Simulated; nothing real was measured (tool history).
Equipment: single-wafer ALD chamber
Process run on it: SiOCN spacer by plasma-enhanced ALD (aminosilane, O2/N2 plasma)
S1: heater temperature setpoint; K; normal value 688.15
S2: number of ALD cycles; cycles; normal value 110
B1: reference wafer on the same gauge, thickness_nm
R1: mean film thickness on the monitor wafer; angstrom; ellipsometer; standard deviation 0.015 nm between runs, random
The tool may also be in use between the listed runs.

Run 1, day 0.000: usual settings but S1 693.15 K; B1 6.903. Result: R1 60.22 angstrom.
Run 2, day 0.483: usual settings but S1 693.15 K; B1 6.903. Result: R1 60.22 angstrom.
Run 3, day 0.975: usual settings but S1 693.15 K; B1 6.899. Result: R1 60.01 angstrom.
Run 4, day 1.629: usual settings but S2 103 cycles; B1 6.899. Result: R1 57.17 angstrom.
Run 5, day 2.250: usual settings but S2 103 cycles; B1 6.892. Result: R1 57.20 angstrom.
Run 6, day 2.662: usual settings but S1 680.15 K; B1 6.904. Result: R1 62.23 angstrom.
Run 7, day 2.967: usual settings but S1 680.15 K; B1 6.902. Result: R1 62.49 angstrom.
Run 8, day 3.346: usual settings but S1 680.15 K, S2 117 cycles; B1 6.901. Result: R1 66.24 angstrom.
At day 3.404: gauge calibrated.
Run 9, day 3.875: usual settings but S1 683.15 K, S2 118 cycles; B1 6.896. Result: R1 66.00 angstrom.
Run 10, day 4.146: usual settings but S2 103 cycles; B1 6.906. Result: R1 57.34 angstrom.
At day 4.596: thermocouple changed; heater temperature recalibrated.
Run 11, day 4.617: usual settings but S1 699.15 K, S2 117 cycles; B1 6.902. Result: R1 62.61 angstrom.
Run 12, day 5.192: usual settings; B1 6.898. Result: R1 60.76 angstrom.
Run 13, day 5.896: usual settings but S1 675.15 K, S2 128 cycles; B1 6.908. Result: R1 73.23 angstrom.
Run 14, day 6.329: usual settings but S1 694.15 K; B1 6.901. Result: R1 60.14 angstrom.
Run 15, day 7.879: usual settings but S1 701.15 K, S2 102 cycles; B1 6.902. Result: R1 54.72 angstrom.

Alternative continuations, all from the tool just after run 15; predict every row:
Run A, day 7.904: usual settings but S2 89 cycles; B1 ?. Result: R1 ?.
Run B, day 7.904: usual settings but S1 703.15 K; B1 ?. Result: R1 ?.
Run C, day 7.904: usual settings but S1 674.15 K; B1 ?. Result: R1 ?.
Run D, day 7.904: usual settings but S1 677.15 K, S2 99 cycles; B1 ?. Result: R1 ?.
Run E, day 7.904: usual settings but S2 97 cycles; B1 ?. Result: R1 ?.

run     B1     R1
  A  6.904  49.64
  B  6.904  58.80
  C  6.904  63.72
  D  6.904  56.89
  E  6.904  54.10
Had the tool no hidden state, the same runs would have come out as:
run     R1
  A  49.64
  B  58.80
  C  63.72
  D  56.89
  E  54.10
